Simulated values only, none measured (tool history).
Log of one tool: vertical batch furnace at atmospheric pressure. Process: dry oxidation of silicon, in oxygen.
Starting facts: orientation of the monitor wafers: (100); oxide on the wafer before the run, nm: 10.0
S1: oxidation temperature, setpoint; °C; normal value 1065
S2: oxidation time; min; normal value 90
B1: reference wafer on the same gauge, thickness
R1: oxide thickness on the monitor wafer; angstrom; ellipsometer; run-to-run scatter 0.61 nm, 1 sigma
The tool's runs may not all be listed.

Run 1, hour 0: usual settings; B1 108.02. Result: R1 1271.3 angstrom.
Run 2, hour 75: usual settings; B1 107.95. Result: R1 1272.3 angstrom.
Run 3, hour 136.6: usual settings; B1 107.98. Result: R1 1275.5 angstrom.
Run 4, hour 164.7: usual settings but S1 1060 °C, S2 117 min; B1 108.02. Result: R1 1468 angstrom.
Run 5, hour 225.1: usual settings but S1 1060 °C, S2 117 min; B1 107.87. Result: R1 1451.8 angstrom.
Run 6, hour 339.3: usual settings but S1 1050 °C; B1 108.01. Result: R1 1139.9 angstrom.
Run 7, hour 371.1: usual settings but S1 1050 °C; B1 108.08. Result: R1 1137.4 angstrom.
Run 8, hour 418.3: usual settings but S1 1050 °C; B1 107.97. Result: R1 1145.3 angstrom.
Run 9, hour 460.2: usual settings but S1 1049 °C; B1 108. Result: R1 1133.5 angstrom.
Run 10, hour 514.3: usual settings but S1 1049 °C; B1 107.97. Result: R1 1143.9 angstrom.
Run 11, hour 558.3: usual settings but S1 1049 °C; B1 108.04. Result: R1 1149.9 angstrom.
Run 12, hour 728.4: usual settings but S2 121 min; B1 107.93. Result: R1 1547.1 angstrom.
Run 13, hour 788.9: usual settings but S2 121 min; B1 108.05. Result: R1 1558.7 angstrom.
Run 14, hour 821.9: usual settings but S2 118.5 min; B1 107.87. Result: R1 1531.9 angstrom.
Run 15, hour 862.5: usual settings but S2 118.5 min; B1 107.87. Result: R1 1523.8 angstrom.
Run 16, hour 907.3: usual settings but S2 118.5 min; B1 107.78. Result: R1 1535 angstrom.
Run 17, hour 931.5: usual settings; B1 108.09. Result: R1 1286.4 angstrom.
Run 18, hour 981.6: usual settings; B1 107.93. Result: R1 1292.8 angstrom.
Run 19, hour 1134.1: usual settings; B1 107.8. Result: R1 1302.9 angstrom.
Run 20, hour 1203.2: usual settings but S1 1051 °C, S2 119 min; B1 107.99. Result: R1 1386.1 angstrom.
At hour 1247.7: gauge calibrated.
Run 21, hour 1256.7: usual settings but S1 1077 °C, S2 114 min; B1 108.12. Result: R1 1640.8 angstrom.
At hour 1287.8: boat lift adjusted.
Run 22, hour 1322: usual settings but S2 122 min; B1 107.85. Result: R1 1569.1 angstrom.
At hour 1364.5: thermocouples replaced and temperature profile calibrated.
Run 23, hour 1366.1: usual settings but S1 1089 °C, S2 124 min; B1 108.17. Result: R1 1818.4 angstrom.
Run 24, hour 1414.1: usual settings; B1 108.11. Result: R1 1238.9 angstrom.
Run 25, hour 1467.1: usual settings; B1 107.95. Result: R1 1239.9 angstrom.
Run 26, hour 1504.6: usual settings; B1 107.95. Result: R1 1260.5 angstrom.
Run 27, hour 1545.8: usual settings but S1 1075 °C, S2 106.5 min; B1 108.1. Result: R1 1497.5 angstrom.
Run 28, hour 1598.5: usual settings but S1 1047 °C, S2 114.5 min; B1 107.91. Result: R1 1273.2 angstrom.
Run 29, hour 1637.4: usual settings but S1 1040 °C; B1 107.88. Result: R1 1032.7 angstrom.
Run 30, hour 1710.1: usual settings; B1 108.1. Result: R1 1255 angstrom.
Run 31, hour 1758.5: usual settings but S1 1058 °C, S2 131.5 min; B1 107.87. Result: R1 1516.7 angstrom.
Run 32, hour 1825.9: usual settings but S2 119.5 min; B1 108.14. Result: R1 1497.5 angstrom.
Run 33, hour 1878.6: usual settings but S1 1085 °C, S2 56 min; B1 107.88. Result: R1 1083.9 angstrom.

Estimate the outcome of run 34 from the log above:
Run 34, hour 1928.8: usual settings; B1 ?. Result: R1 ?.

B1: 108.05
R1: 1259.2 angstrom
Had the tool carried no hidden state, the very same run would have given R1 1249.9 angstrom.
